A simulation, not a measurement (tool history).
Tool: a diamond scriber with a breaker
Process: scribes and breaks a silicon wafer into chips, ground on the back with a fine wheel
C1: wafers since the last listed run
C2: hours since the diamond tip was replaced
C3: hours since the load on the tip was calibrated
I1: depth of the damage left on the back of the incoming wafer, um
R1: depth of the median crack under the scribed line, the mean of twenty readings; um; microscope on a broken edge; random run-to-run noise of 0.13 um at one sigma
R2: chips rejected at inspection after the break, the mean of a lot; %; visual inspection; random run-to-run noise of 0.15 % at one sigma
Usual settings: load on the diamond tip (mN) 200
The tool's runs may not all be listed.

Run 1, hour 0: usual settings but load on the diamond tip (mN) 175; C1 0; C2 80.2; C3 124.6; I1 2.52. Result: R1 7.42 um, R2 4.64 %.
Run 2, hour 98.7: usual settings; C1 131; C2 178.9; C3 223.3; I1 1.76. Result: R1 8.02 um, R2 1.86 %.
Run 3, hour 167.5: usual settings; C1 91; C2 247.7; C3 292.1; I1 1.85. Result: R1 7.92 um, R2 2.02 %.
Run 4, hour 258.9: usual settings; C1 121; C2 339.1; C3 383.5; I1 2.75. Result: R1 7.74 um, R2 4.19 %.
Run 5, hour 363.1: usual settings; C1 138; C2 443.3; C3 487.7; I1 1.67. Result: R1 8.02 um, R2 1.61 %.
Run 6, hour 487.7: usual settings; C1 165; C2 567.9; C3 612.3; I1 1.56. Result: R1 7.8 um, R2 1.51 %.
Run 7, hour 559.7: usual settings but load on the diamond tip (mN) 239; C1 95; C2 639.9; C3 684.3; I1 1.91. Result: R1 8.51 um, R2 2.66 %.
Run 8, hour 617.1: usual settings but load on the diamond tip (mN) 239; C1 76; C2 697.3; C3 741.7; I1 2.29. Result: R1 8.81 um, R2 3.45 %.
Run 9, hour 677.2: usual settings; C1 80; C2 757.4; C3 801.8; I1 1.79. Result: R1 7.88 um, R2 1.74 %.
Run 10, hour 782.3: usual settings; C1 139; C2 862.5; C3 906.9; I1 1.54. Result: R1 7.86 um, R2 1.5 %.
At hour 791.1: diamond tip replaced by a new one.
Run 11, hour 824.9: usual settings; C1 54; C2 33.8; C3 949.5; I1 2.81. Result: R1 7.82 um, R2 5.12 %.
Run 12, hour 905.5: usual settings but load on the diamond tip (mN) 163; C1 107; C2 114.4; C3 1030.1; I1 1.9. Result: R1 6.9 um, R2 3.58 %.
Run 13, hour 978.4: usual settings but load on the diamond tip (mN) 163; C1 97; C2 187.3; C3 1103; I1 2.44. Result: R1 6.99 um, R2 5.85 %.
Run 14, hour 1062.6: usual settings but load on the diamond tip (mN) 163; C1 112; C2 271.5; C3 1187.2; I1 2.96. Result: R1 6.81 um, R2 7.83 %.
Run 15, hour 1356.4: usual settings but load on the diamond tip (mN) 179; C1 391; C2 565.3; C3 1481; I1 2.3. Result: R1 7.3 um, R2 4.54 %.
Run 16, hour 1456.7: usual settings; C1 133; C2 665.6; C3 1581.3; I1 2.41. Result: R1 7.38 um, R2 3.8 %.
Run 17, hour 1604.8: usual settings; C1 197; C2 813.7; C3 1729.4; I1 2.6. Result: R1 7.5 um, R2 4.09 %.
Run 18, hour 1670.1: usual settings but load on the diamond tip (mN) 187; C1 86; C2 879; C3 1794.7; I1 1.97. Result: R1 7.31 um, R2 3.19 %.
At hour 1673.5: load on the tip recalibrated.
Run 19, hour 1728.8: usual settings but load on the diamond tip (mN) 216; C1 75; C2 937.7; C3 55.3; I1 2.08. Result: R1 7.64 um, R2 3.15 %.
At hour 1820: diamond tip replaced by a new one.
Run 20, hour 1961.6: usual settings but load on the diamond tip (mN) 182; C1 307; C2 141.6; C3 288.1; I1 2.32. Result: R1 7.12 um, R2 5.96 %.
Run 21, hour 2259.3: usual settings but load on the diamond tip (mN) 183; C1 396; C2 439.3; C3 585.8; I1 2.14. Result: R1 6.86 um, R2 5.81 %.
At hour 2326.8: load on the tip recalibrated, repeated, since the last time left the tool worse.
Run 22, hour 2338.7: usual settings but load on the diamond tip (mN) 247; C1 103; C2 518.7; C3 11.9; I1 2.14. Result: R1 8.71 um, R2 3.21 %.
Run 23, hour 2646.9: usual settings but load on the diamond tip (mN) 229; C1 410; C2 826.9; C3 320.1; I1 2.75. Result: R1 8.44 um, R2 4.24 %.
Run 24, hour 2753.8: usual settings but load on the diamond tip (mN) 150; C1 142; C2 933.8; C3 427; I1 2.78. Result: R1 6.76 um, R2 8.1 %.
At hour 2794.1: diamond tip replaced by a new one.
Run 25, hour 2843.7: usual settings but load on the diamond tip (mN) 248; C1 117; C2 49.6; C3 516.9; I1 1.7. Result: R1 8.76 um, R2 2.56 %.
Run 26, hour 2944.8: usual settings but load on the diamond tip (mN) 237; C1 134; C2 150.7; C3 618; I1 2.1. Result: R1 8.64 um, R2 2.92 %.
Run 27, hour 3017.4: usual settings but load on the diamond tip (mN) 155; C1 96; C2 223.3; C3 690.6; I1 2.02. Result: R1 6.86 um, R2 4.68 %.
Run 28, hour 3119.8: usual settings but load on the diamond tip (mN) 241; C1 136; C2 325.7; C3 793; I1 2.11. Result: R1 8.6 um, R2 2.82 %.
Run 29, hour 3212.3: usual settings but load on the diamond tip (mN) 227; C1 123; C2 418.2; C3 885.5; I1 1.61. Result: R1 8.27 um, R2 1.81 %.
Run 30, hour 3259.4: usual settings but load on the diamond tip (mN) 235; C1 62; C2 465.3; C3 932.6; I1 2.18. Result: R1 8.43 um, R2 2.65 %.
Run 31, hour 3522.5: usual settings but load on the diamond tip (mN) 250; C1 350; C2 728.4; C3 1195.7; I1 2.91. Result: R1 8.59 um, R2 5.18 %.
Run 32, hour 3802.8: usual settings; C1 373; C2 1008.7; C3 1476; I1 2.5. Result: R1 7.59 um, R2 4.2 %.
At hour 3847.8: diamond tip replaced by a new one.
At hour 4003.9: load on the tip recalibrated.
Run 33, hour 4037.3: usual settings but load on the diamond tip (mN) 223; C1 306; C2 189.5; C3 33.4; I1 2.99. Result: R1 8.44 um, R2 5.05 %.
Run 34, hour 4084.5: usual settings; C1 62; C2 236.7; C3 80.6; I1 2.06. Result: R1 8.12 um, R2 2.22 %.
Run 35, hour 4183.6: usual settings but load on the diamond tip (mN) 240; C1 131; C2 335.8; C3 179.7; I1 3. Result: R1 8.54 um, R2 5.01 %.
Run 36, hour 4252.7: usual settings; C1 92; C2 404.9; C3 248.8; I1 1.55. Result: R1 7.89 um, R2 1.5 %.
Run 37, hour 4307.7: usual settings but load on the diamond tip (mN) 230; C1 73; C2 459.9; C3 303.8; I1 1.89. Result: R1 8.75 um, R2 2.45 %.
Run 38, hour 4344: usual settings but load on the diamond tip (mN) 145; C1 48; C2 496.2; C3 340.1; I1 2.79. Result: R1 6.75 um, R2 8.74 %.
Run 39, hour 4389.2: usual settings but load on the diamond tip (mN) 220; C1 60; C2 541.4; C3 385.3; I1 2.79. Result: R1 8.36 um, R2 4.13 %.
Run 40, hour 4493.2: usual settings but load on the diamond tip (mN) 176; C1 138; C2 645.4; C3 489.3; I1 2.04. Result: R1 7.39 um, R2 2.92 %.
Run 41, hour 4543.9: usual settings but load on the diamond tip (mN) 222; C1 67; C2 696.1; C3 540; I1 2.11. Result: R1 8.32 um, R2 2.6 %.
Run 42, hour 4638.8: usual settings; C1 126; C2 791; C3 634.9; I1 2.14. Result: R1 8.07 um, R2 2.43 %.

Hidden condition of the tool, last listed run before each entry between runs versus first listed run after:
From run 10 to run 11: diamond tip replaced by a new one (hour 791.1)
  deviation of the load on the tip from its setpoint, %: -1.94 -> -2.18
  what was measured, less what the result would be without the hidden state, R1: -0.08 -> -0.08 um; R2: +0.02 -> +0.14 %
From run 18 to run 19: load on the tip recalibrated (hour 1673.5)
  deviation of the load on the tip from its setpoint, %: -9.4 -> -18.2
  what was measured, less what the result would be without the hidden state, R1: -0.37 -> -0.78 um; R2: +0.75 -> +0.64 %
From run 19 to run 20: diamond tip replaced by a new one (hour 1820)
  deviation of the load on the tip from its setpoint, %: -18.2 -> -18.5
  what was measured, less what the result would be without the hidden state, R1: -0.78 -> -0.74 um; R2: +0.64 -> +2.52 %
From run 21 to run 22: load on the tip recalibrated, repeated, since the last time left the tool worse (hour 2326.8)
  deviation of the load on the tip from its setpoint, %: -19.3 -> -1.09
  what was measured, less what the result would be without the hidden state, R1: -0.75 -> -0.04 um; R2: +2.67 -> -0.1 %
From run 24 to run 25: diamond tip replaced by a new one (hour 2794.1)
  deviation of the load on the tip from its setpoint, %: -1.66 -> -1.92
  what was measured, less what the result would be without the hidden state, R1: -0.05 -> -0.08 um; R2: +0.33 -> -0.19 %
From run 32 to run 33: diamond tip replaced by a new one (hour 3847.8); load on the tip recalibrated (hour 4003.9)
  deviation of the load on the tip from its setpoint, %: -7.87 -> 0.296
  what was measured, less what the result would be without the hidden state, R1: -0.31 -> +0.02 um; R2: +0.5 -> +0 %
